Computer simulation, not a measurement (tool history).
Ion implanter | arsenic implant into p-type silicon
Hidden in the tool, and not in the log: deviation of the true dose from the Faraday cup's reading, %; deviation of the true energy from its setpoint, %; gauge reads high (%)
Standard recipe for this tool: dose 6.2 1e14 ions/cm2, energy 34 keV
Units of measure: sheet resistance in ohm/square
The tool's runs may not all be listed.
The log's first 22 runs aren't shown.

run	hour	dose	energy	wafers since the last listed run	hours since the last dose calibration	hours since the extraction supply was calibrated	hours since the gauge calibration	read-back reference wafer on the same gauge, sheet resistance	sheet resistance
23	1242.5	4.86	26	953	168.4	579.7	468.2	141	211.82
24	1295	4.64	34	1117	220.9	632.2	520.7	140.98	210.17
25	1355.8	5.43	34	1293	281.7	693	581.5	140.98	186.52
26	1389	6.2	34	706	314.9	726.2	614.7	141.05	169.11
27	1458	4.89	25	1468	383.9	795.2	683.7	140.93	211.65
28	1520.7	7.41	28	1334	446.6	857.9	746.4	141.02	153.37
29	1552.8	4.62	39	683	478.7	890	778.5	141.06	205.83
30	1576.9	5.21	40.5	512	502.8	914.1	802.6	140.92	186.99
31	1628.1	6.2	27.5	1089	554	965.3	853.8	140.93	173.75
32	1677.5	6.2	34	1051	603.4	1014.7	903.2	141.03	167.33
33	1737.7	6.2	34	1281	663.6	1074.9	963.4	141.02	167.59
# hour 1764: gauge calibrated
34	1770.9	7.08	37	706	696.8	1108.1	6.9	141.04	149.77
35	1800.4	6.2	26.5	627	726.3	1137.6	36.4	140.9	174.37
36	1840.6	6.75	39.5	855	766.5	1177.8	76.6	141.07	153.24

Consider 5 possible next runs. They are alternatives, not a sequence: every one starts from the tool as it was left by run 36. What does each give?
A	1841	6.2	34	8	766.9	1178.2	77	?	?
B	1841	6.2	30	8	766.9	1178.2	77	?	?
C	1841	7.41	27	8	766.9	1178.2	77	?	?
D	1841	7.69	40	8	766.9	1178.2	77	?	?
E	1841	7.12	43.5	8	766.9	1178.2	77	?	?

run	read-back reference wafer on the same gauge, sheet resistance	sheet resistance
A	141.03	168.39
B	141.03	171.95
C	141.03	154.05
D	141.03	139.83
E	141.03	145.96
Take away the tool's hidden state, keep each run's random variation, and the runs would have read:
run	sheet resistance
A	171.91
B	175.51
C	157.06
D	142.66
E	149
